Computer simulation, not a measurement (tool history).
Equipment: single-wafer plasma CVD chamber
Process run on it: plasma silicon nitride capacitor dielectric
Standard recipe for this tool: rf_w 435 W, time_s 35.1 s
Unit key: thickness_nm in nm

| run | hour | rf_w | time_s | read-back reference wafer on the same gauge, thickness_nm | thickness_nm |
|---|---|---|---|---|---|
| 1 | 0.0 | 435 | 31.2 | 47.924 | 36.310 |
| 2 | 101.5 | 435 | 31.2 | 47.959 | 36.344 |
| 3 | 176.8 | 435 | 31.2 | 48.021 | 36.415 |
| 4 | 224.1 | 435 | 40.1 | 47.965 | 46.755 |
| 5 | 288.7 | 415 | 35.1 | 47.943 | 40.108 |
| 6 | 367.3 | 435 | 35.1 | 48.002 | 40.641 |
| 7 | 455.8 | 435 | 35.1 | 47.968 | 40.765 |
| 8 | 492.5 | 435 | 35.1 | 48.006 | 40.703 |
|  | 524.0 | showerhead replaced |
| 9 | 547.7 | 435 | 35.1 | 47.966 | 40.863 |
|  | 608.8 | gauge calibrated |
|  | 613.1 | RF generator calibrated |
| 10 | 644.5 | 385 | 40.8 | 47.960 | 46.947 |
| 11 | 685.1 | 495 | 41.2 | 47.982 | 50.414 |
| 12 | 735.2 | 385 | 31.5 | 48.001 | 35.993 |
| 13 | 802.1 | 360 | 31.3 | 47.998 | 35.202 |
| 14 | 849.8 | 435 | 31.0 | 48.017 | 36.394 |
| 15 | 917.2 | 395 | 40.5 | 47.966 | 46.365 |
| 16 | 957.8 | 385 | 41.4 | 48.016 | 47.287 |
| 17 | 1020.6 | 435 | 35.1 | 47.999 | 41.325 |
| 18 | 1116.4 | 435 | 35.1 | 47.947 | 40.980 |
| 19 | 1195.0 | 435 | 35.1 | 47.976 | 41.332 |

Hidden state, per run?
gauge reads high (%): 0 at every run
H1: delivered RF power above the setpoint (%)
| run | H1 |
|---|---|
| 1 | -5.95 |
| 2 | -6.52 |
| 3 | -6.94 |
| 4 | -7.21 |
| 5 | -7.57 |
| 6 | -8.01 |
| 7 | -8.51 |
| 8 | -8.72 |
| 9 | -9.03 |
| 10 | -0.931 |
| 11 | -1.16 |
| 12 | -1.44 |
| 13 | -1.82 |
| 14 | -2.09 |
| 15 | -2.47 |
| 16 | -2.7 |
| 17 | -3.05 |
| 18 | -3.59 |
| 19 | -4.03 |
